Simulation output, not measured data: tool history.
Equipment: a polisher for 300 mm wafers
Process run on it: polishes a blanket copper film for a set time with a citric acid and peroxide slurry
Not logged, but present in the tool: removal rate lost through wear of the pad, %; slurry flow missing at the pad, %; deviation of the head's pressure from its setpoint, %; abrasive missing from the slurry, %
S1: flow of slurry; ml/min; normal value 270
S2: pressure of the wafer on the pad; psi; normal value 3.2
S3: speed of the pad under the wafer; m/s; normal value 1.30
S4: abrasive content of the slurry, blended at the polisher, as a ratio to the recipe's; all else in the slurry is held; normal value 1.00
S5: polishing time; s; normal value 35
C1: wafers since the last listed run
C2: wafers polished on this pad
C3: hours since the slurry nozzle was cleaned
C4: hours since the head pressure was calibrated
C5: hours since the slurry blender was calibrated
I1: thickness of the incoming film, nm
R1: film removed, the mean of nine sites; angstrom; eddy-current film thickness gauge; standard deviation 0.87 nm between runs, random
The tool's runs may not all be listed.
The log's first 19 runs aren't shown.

{"run": 20, "hour": 568.8, "S1": 270, "S2": 3.2, "S3": 1.3, "S4": 1.0, "S5": 44, "C1": 301, "C2": 1281, "C3": 101.9, "C4": 222.5, "C5": 464.4, "I1": 1165.9, "R1": 1391}
{"hour": 578.5, "done": "slurry blender recalibrated"}
{"run": 21, "hour": 587.4, "S1": 270, "S2": 3.2, "S3": 1.3, "S4": 1.0, "S5": 35, "C1": 180, "C2": 1461, "C3": 120.5, "C4": 241.1, "C5": 8.9, "I1": 1148.1, "R1": 1101}
{"run": 22, "hour": 606.4, "S1": 270, "S2": 3.2, "S3": 1.3, "S4": 1.0, "S5": 35, "C1": 206, "C2": 1668, "C3": 139.5, "C4": 260.1, "C5": 27.9, "I1": 1140.6, "R1": 1110}
{"run": 23, "hour": 619.1, "S1": 190, "S2": 2.5, "S3": 0.96, "S4": 1.0, "S5": 25, "C1": 138, "C2": 1806, "C3": 152.2, "C4": 272.8, "C5": 40.6, "I1": 1144.2, "R1": 545}
{"run": 24, "hour": 635.8, "S1": 365, "S2": 3.9, "S3": 1.1, "S4": 1.0, "S5": 40, "C1": 181, "C2": 1988, "C3": 168.9, "C4": 289.5, "C5": 57.3, "I1": 1167.7, "R1": 1356}
{"hour": 661.0, "done": "worn pad replaced by a new one"}
{"run": 25, "hour": 668.1, "S1": 225, "S2": 3.2, "S3": 1.3, "S4": 1.15, "S5": 35, "C1": 307, "C2": 77, "C3": 201.2, "C4": 321.8, "C5": 89.6, "I1": 1149.9, "R1": 1202}
{"run": 26, "hour": 684.7, "S1": 340, "S2": 3.2, "S3": 1.6, "S4": 1.0, "S5": 30, "C1": 180, "C2": 257, "C3": 217.8, "C4": 338.4, "C5": 106.2, "I1": 1147.2, "R1": 1137}
{"run": 27, "hour": 711.2, "S1": 270, "S2": 3.2, "S3": 1.46, "S4": 1.0, "S5": 38, "C1": 288, "C2": 545, "C3": 244.3, "C4": 364.9, "C5": 132.7, "I1": 1141.6, "R1": 1329}
{"run": 28, "hour": 746.1, "S1": 270, "S2": 3.2, "S3": 1.3, "S4": 1.0, "S5": 35, "C1": 379, "C2": 925, "C3": 279.2, "C4": 399.8, "C5": 167.6, "I1": 1141.1, "R1": 1133}
{"run": 29, "hour": 767.8, "S1": 270, "S2": 3.2, "S3": 1.3, "S4": 1.1, "S5": 35, "C1": 236, "C2": 1161, "C3": 300.9, "C4": 421.5, "C5": 189.3, "I1": 1156.2, "R1": 1167}
{"run": 30, "hour": 795.1, "S1": 270, "S2": 3.2, "S3": 1.3, "S4": 1.0, "S5": 35, "C1": 296, "C2": 1458, "C3": 328.2, "C4": 448.8, "C5": 216.6, "I1": 1159.7, "R1": 1115}
{"run": 31, "hour": 823.5, "S1": 185, "S2": 3.2, "S3": 1.3, "S4": 1.0, "S5": 35, "C1": 308, "C2": 1767, "C3": 356.6, "C4": 477.2, "C5": 245.0, "I1": 1162.8, "R1": 1078}

Consider 3 possible next runs. They are alternatives, not a sequence: every one starts from the tool as it was left by run 31. What does each give?
{"run": "A", "hour": 823.9, "S1": 270, "S2": 3.2, "S3": 1.3, "S4": 1.0, "S5": 35, "C1": 4, "C2": 1771, "C3": 357.0, "C4": 477.6, "C5": 245.4, "I1": 1146.2, "R1": "?"}
{"run": "B", "hour": 823.9, "S1": 300, "S2": 3.2, "S3": 1.3, "S4": 0.8, "S5": 35, "C1": 4, "C2": 1771, "C3": 357.0, "C4": 477.6, "C5": 245.4, "I1": 1146.2, "R1": "?"}
{"run": "C", "hour": 823.9, "S1": 340, "S2": 3.2, "S3": 0.98, "S4": 0.9, "S5": 43, "C1": 4, "C2": 1771, "C3": 357.0, "C4": 477.6, "C5": 245.4, "I1": 1146.2, "R1": "?"}

run=A R1=1110
run=B R1=1036
run=C R1=1131
Stripped of hidden state, with their random variation kept, the same runs would have yielded:
run=A R1=1168
run=B R1=1091
run=C R1=1191

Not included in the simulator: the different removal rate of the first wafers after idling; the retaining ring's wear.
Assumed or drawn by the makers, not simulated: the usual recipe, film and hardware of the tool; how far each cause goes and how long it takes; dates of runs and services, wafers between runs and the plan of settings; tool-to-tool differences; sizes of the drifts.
